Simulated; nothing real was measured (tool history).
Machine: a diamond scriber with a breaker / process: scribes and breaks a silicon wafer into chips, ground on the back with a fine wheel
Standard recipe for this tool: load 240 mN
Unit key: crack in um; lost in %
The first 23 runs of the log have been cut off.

run	hour	load	wafers since the last listed run	hours since the diamond tip was replaced	hours since the load on the tip was calibrated	incoming depth of the damage left on the back of the incoming wafer, um	crack	lost
24	1269.3	240	57	584.3	118.9	1.78	7.61	2.42
25	1314.6	240	73	629.6	164.2	1.53	7.5	2.1
26	1370.9	240	91	685.9	220.5	2.59	7.57	5.99
27	1415	240	71	730	264.6	2.37	7.56	5.13
28	1453.8	259	62	768.8	303.4	1.96	8.02	3.16
29	1506	268	84	821	355.6	2.31	8.26	4.93
30	1545	214	63	860	394.6	2.95	6.97	10.11
31	1586.8	194	67	901.8	436.4	1.78	6.37	6.6

Alternative continuations, all from the tool just after run 31; predict every row:
A	1587.5	310	1	902.5	437.1	2.87	?	?
B	1587.5	198	1	902.5	437.1	2.87	?	?
C	1587.5	192	1	902.5	437.1	2.87	?	?

run	crack	lost
A	9.18	9.59
B	6.65	12.92
C	6.5	14.49
Had the tool no hidden state, the same runs would have come out as:
run	crack	lost
A	9.18	9.59
B	6.65	12.92
C	6.5	14.49
